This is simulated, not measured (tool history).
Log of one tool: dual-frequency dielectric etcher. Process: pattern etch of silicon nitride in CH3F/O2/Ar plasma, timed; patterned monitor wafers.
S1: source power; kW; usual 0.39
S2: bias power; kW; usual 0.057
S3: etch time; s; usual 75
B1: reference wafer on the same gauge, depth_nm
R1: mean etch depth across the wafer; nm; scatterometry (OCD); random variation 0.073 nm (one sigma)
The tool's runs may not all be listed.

| run | hour | S1 | S2 | S3 | B1 | R1 |
|---|---|---|---|---|---|---|
| 1 | 0 | 0.35 | 0.057 | 61.5 | 49.73 | 40 |
| 2 | 7 | 0.39 | 0.057 | 75 | 49.72 | 50.02 |
| 3 | 19.6 | 0.39 | 0.057 | 75 | 49.68 | 49.99 |
| 4 | 35.7 | 0.39 | 0.057 | 75 | 49.69 | 50.1 |
| 5 | 87.6 | 0.39 | 0.057 | 75 | 49.71 | 50.38 |
| 6 | 101.9 | 0.39 | 0.057 | 75 | 49.74 | 50.26 |
| 7 | 108.1 | 0.39 | 0.057 | 75 | 49.69 | 50.33 |
| 8 | 137 | 0.39 | 0.067 | 75 | 49.68 | 53.05 |
|  | 163.1 | upper electrode replaced |
|  | 163.9 | gauge calibrated |
|  | 186.9 | wet clean of the chamber |
|  | 189 | source power generator calibrated |
| 9 | 189.5 | 0.39 | 0.067 | 75 | 49.73 | 51.62 |
| 10 | 189.9 | 0.39 | 0.057 | 79.5 | 49.71 | 51.94 |
| 11 | 190.2 | 0.39 | 0.057 | 75 | 49.69 | 49.12 |
| 12 | 198 | 0.35 | 0.068 | 59.5 | 49.72 | 40.03 |
| 13 | 212.1 | 0.43 | 0.05 | 58.5 | 49.7 | 37.77 |
| 14 | 220.4 | 0.39 | 0.065 | 75 | 49.69 | 51.18 |
| 15 | 232.1 | 0.39 | 0.045 | 53.5 | 49.7 | 32.7 |
|  | 239.8 | bias power generator calibrated |
| 16 | 241.4 | 0.34 | 0.063 | 59.5 | 49.7 | 38.91 |
| 17 | 256.2 | 0.46 | 0.063 | 68.5 | 49.72 | 48.44 |
| 18 | 272.9 | 0.39 | 0.048 | 58.5 | 49.73 | 36.45 |
| 19 | 287.6 | 0.43 | 0.044 | 85.5 | 49.71 | 53.32 |
| 20 | 295.5 | 0.39 | 0.057 | 75 | 49.72 | 49.37 |
| 21 | 303.3 | 0.39 | 0.057 | 75 | 49.7 | 49.3 |
| 22 | 313.4 | 0.39 | 0.057 | 75 | 49.72 | 49.44 |
| 23 | 321.8 | 0.45 | 0.066 | 75 | 49.7 | 53.59 |

The tool's hidden state at each run:
source power that arrives over what is set, %: 0 in every run
bias power that arrives over what is set, %: 0 in every run
gauge reads high (%): 0 in every run
H1: etch rate over this chamber's usual, %
| run | H1 |
|---|---|
| 1 | 2.22 |
| 2 | 2.26 |
| 3 | 2.34 |
| 4 | 2.43 |
| 5 | 2.75 |
| 6 | 2.83 |
| 7 | 2.87 |
| 8 | 3.04 |
| 9 | 0.15 |
| 10 | 0.153 |
| 11 | 0.155 |
| 12 | 0.202 |
| 13 | 0.286 |
| 14 | 0.336 |
| 15 | 0.407 |
| 16 | 0.463 |
| 17 | 0.552 |
| 18 | 0.652 |
| 19 | 0.741 |
| 20 | 0.788 |
| 21 | 0.835 |
| 22 | 0.896 |
| 23 | 0.947 |
